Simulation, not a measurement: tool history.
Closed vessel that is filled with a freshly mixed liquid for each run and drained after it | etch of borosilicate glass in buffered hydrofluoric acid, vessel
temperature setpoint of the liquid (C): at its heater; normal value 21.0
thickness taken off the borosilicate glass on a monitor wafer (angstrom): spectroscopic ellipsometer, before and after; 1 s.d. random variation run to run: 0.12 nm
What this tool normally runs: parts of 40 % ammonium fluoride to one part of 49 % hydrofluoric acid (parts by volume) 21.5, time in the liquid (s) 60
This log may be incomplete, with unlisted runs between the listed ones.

| run | hour | temperature setpoint of the liquid (C) | parts of 40 % ammonium fluoride to one part of 49 % hydrofluoric acid (parts by volume) | time in the liquid (s) | read-back film thickness of the borosilicate glass reference wafer, read on the same gauge (nm) | thickness taken off the borosilicate glass on a monitor wafer (angstrom) |
|---|---|---|---|---|---|---|
| 1 | 0.0 | 21.0 | 21.5 | 60 | 80.01 | 336.6 |
| 2 | 21.1 | 21.0 | 21.5 | 60 | 79.98 | 339.2 |
| 3 | 52.9 | 21.0 | 21.5 | 60 | 80.00 | 336.8 |
| 4 | 158.2 | 24.5 | 24.5 | 60 | 80.00 | 372.4 |
| 5 | 174.5 | 24.5 | 24.5 | 60 | 80.00 | 372.6 |
| 6 | 193.5 | 24.5 | 24.5 | 60 | 80.00 | 373.5 |
| 7 | 212.7 | 21.0 | 17.5 | 60 | 79.99 | 418.9 |
| 8 | 234.2 | 21.0 | 17.5 | 60 | 79.99 | 424.4 |
| 9 | 264.5 | 21.0 | 17.5 | 60 | 80.01 | 423.5 |
| 10 | 296.8 | 21.0 | 18.5 | 60 | 80.00 | 398.6 |
| 11 | 388.2 | 21.0 | 18.5 | 60 | 80.01 | 403.9 |
|  | 394.2 | thermometer replaced |
|  | 399.3 | hydrofluoric acid flow meter replaced |
| 12 | 452.9 | 21.0 | 18.5 | 60 | 79.98 | 360.3 |
| 13 | 471.9 | 21.0 | 21.5 | 60 | 80.00 | 317.0 |
| 14 | 498.1 | 21.0 | 21.5 | 60 | 80.00 | 317.0 |
| 15 | 524.3 | 21.0 | 21.5 | 35 | 79.99 | 184.9 |
| 16 | 546.3 | 26.0 | 14.0 | 35 | 80.00 | 366.4 |
|  | 554.7 | gauge calibrated |
| 17 | 564.5 | 22.5 | 29.5 | 60 | 79.98 | 274.4 |
| 18 | 578.5 | 24.5 | 24.5 | 60 | 80.01 | 352.6 |
| 19 | 593.9 | 24.5 | 21.5 | 60 | 80.00 | 382.4 |
| 20 | 610.0 | 21.0 | 21.5 | 60 | 79.99 | 319.9 |
| 21 | 631.3 | 21.0 | 21.5 | 60 | 80.01 | 320.4 |
| 22 | 657.2 | 24.0 | 21.5 | 60 | 79.99 | 375.4 |
| 23 | 670.2 | 26.0 | 14.0 | 35 | 79.98 | 368.2 |
| 24 | 684.5 | 24.0 | 25.0 | 90 | 80.00 | 511.8 |
| 25 | 703.9 | 23.5 | 15.0 | 45 | 79.98 | 391.3 |
| 26 | 732.9 | 21.0 | 26.0 | 60 | 79.99 | 281.4 |
| 27 | 745.9 | 24.5 | 21.5 | 45 | 79.99 | 292.2 |
| 28 | 775.1 | 24.5 | 24.5 | 85 | 79.99 | 503.4 |
| 29 | 802.0 | 17.0 | 21.5 | 50 | 80.00 | 214.9 |
| 30 | 825.5 | 21.0 | 21.5 | 45 | 79.99 | 241.1 |
| 31 | 840.6 | 17.5 | 21.5 | 45 | 79.99 | 199.4 |

Below are 3 alternative next runs, each starting from the tool's condition after run 31. Predict each:
| A | 841.3 | 21.0 | 21.5 | 60 | ? | ? |
| B | 841.3 | 18.0 | 24.0 | 75 | ? | ? |
| C | 841.3 | 24.5 | 25.0 | 85 | ? | ? |

| run | read-back film thickness of the borosilicate glass reference wafer, read on the same gauge (nm) | thickness taken off the borosilicate glass on a monitor wafer (angstrom) |
|---|---|---|
| A | 80.00 | 322.6 |
| B | 80.00 | 316.4 |
| C | 80.00 | 497.7 |
Without the tool's hidden state the same runs would have given:
| run | thickness taken off the borosilicate glass on a monitor wafer (angstrom) |
|---|---|
| A | 310.8 |
| B | 304.8 |
| C | 479.6 |
